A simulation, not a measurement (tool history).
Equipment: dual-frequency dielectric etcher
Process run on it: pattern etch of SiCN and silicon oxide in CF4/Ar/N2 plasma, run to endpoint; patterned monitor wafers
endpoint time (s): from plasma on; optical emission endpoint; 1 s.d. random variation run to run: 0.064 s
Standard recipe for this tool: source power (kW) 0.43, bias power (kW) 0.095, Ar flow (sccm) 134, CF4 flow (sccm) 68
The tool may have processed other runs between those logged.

| run | hour | source power (kW) | bias power (kW) | Ar flow (sccm) | CF4 flow (sccm) | incoming incoming film thickness, nm | endpoint time (s) |
|---|---|---|---|---|---|---|---|
| 1 | 0 | 0.43 | 0.095 | 134 | 68 | 11.45 | 14.3 |
| 2 | 11.7 | 0.51 | 0.08 | 120 | 77 | 11.6 | 12.3 |
|  | 19.8 | source power generator calibrated |
| 3 | 26.6 | 0.4 | 0.095 | 113 | 68 | 11.46 | 14.9 |
|  | 61 | upper electrode replaced |
| 4 | 61.5 | 0.51 | 0.095 | 134 | 68 | 11.57 | 12.2 |
| 5 | 64.8 | 0.43 | 0.095 | 122 | 68 | 11.66 | 14.3 |
| 6 | 76.4 | 0.43 | 0.095 | 134 | 68 | 11.59 | 14.5 |
| 7 | 85.6 | 0.54 | 0.118 | 125 | 68 | 11.66 | 10.9 |
|  | 104.2 | Ar flow controller replaced |
|  | 108.1 | bias power generator calibrated |
| 8 | 108.6 | 0.43 | 0.081 | 134 | 83 | 11.68 | 15 |
| 9 | 110.7 | 0.43 | 0.106 | 134 | 68 | 11.63 | 14.2 |
|  | 118.7 | CF4 flow controller replaced |
| 10 | 119.2 | 0.43 | 0.081 | 151 | 68 | 11.62 | 15.5 |
| 11 | 125.3 | 0.43 | 0.095 | 134 | 68 | 11.53 | 14.5 |
| 12 | 134.4 | 0.43 | 0.095 | 134 | 68 | 11.65 | 14.7 |
| 13 | 141.3 | 0.43 | 0.095 | 121 | 52 | 11.71 | 15 |
| 14 | 149.1 | 0.39 | 0.102 | 134 | 55 | 11.66 | 16.3 |
| 15 | 156.9 | 0.53 | 0.085 | 155 | 52 | 11.54 | 12.9 |
|  | 182.9 | wet clean of the chamber |
| 16 | 183.4 | 0.43 | 0.095 | 134 | 68 | 11.65 | 14.1 |
| 17 | 183.7 | 0.32 | 0.117 | 113 | 68 | 11.65 | 17.7 |
| 18 | 196.9 | 0.34 | 0.095 | 109 | 68 | 11.58 | 17.2 |
| 19 | 209.4 | 0.49 | 0.082 | 134 | 68 | 11.59 | 13 |
| 20 | 217 | 0.52 | 0.088 | 134 | 68 | 11.64 | 12.1 |
| 21 | 225 | 0.43 | 0.073 | 134 | 68 | 11.54 | 15.1 |
| 22 | 241.1 | 0.43 | 0.095 | 134 | 68 | 11.63 | 14.3 |
| 23 | 252.4 | 0.38 | 0.102 | 154 | 80 | 11.64 | 15.9 |
| 24 | 266.3 | 0.36 | 0.118 | 114 | 58 | 11.51 | 15.7 |

How would selected steps in endpoint time (s) from run to run divide? Give the signed amount a tool lacking its hidden state would still show from settings, what came in and random variation, and the signed amount left for the hidden state, including any gauge scatter that is not in both of the compared results.
Unlogged tool condition in this case: etch rate over this chamber's usual, %; source power that arrives over what is set, %; bias power that arrives over what is set, %; Ar flow that arrives over what is set, %; CF4 flow that arrives over what is set, %.
Run 1 -> 2: source power (kW) 0.43 -> 0.51, bias power (kW) 0.095 -> 0.08, Ar flow (sccm) 134 -> 120, CF4 flow (sccm) 68 -> 77. endpoint time (s) -2: hidden state -0.1, all else -1.9.
Run 7 -> 8: source power (kW) 0.54 -> 0.43, bias power (kW) 0.118 -> 0.081, Ar flow (sccm) 125 -> 134, CF4 flow (sccm) 68 -> 83, Ar flow controller replaced, bias power generator calibrated. endpoint time (s) +4.1: hidden state +0.1, all else +4.
Run 15 -> 16: source power (kW) 0.53 -> 0.43, bias power (kW) 0.085 -> 0.095, Ar flow (sccm) 155 -> 134, CF4 flow (sccm) 52 -> 68, wet clean of the chamber. endpoint time (s) +1.2: hidden state -0.5, all else +1.7.
Run 18 -> 19: source power (kW) 0.34 -> 0.49, bias power (kW) 0.095 -> 0.082, Ar flow (sccm) 109 -> 134. endpoint time (s) -4.2: hidden state +0, all else -4.2.
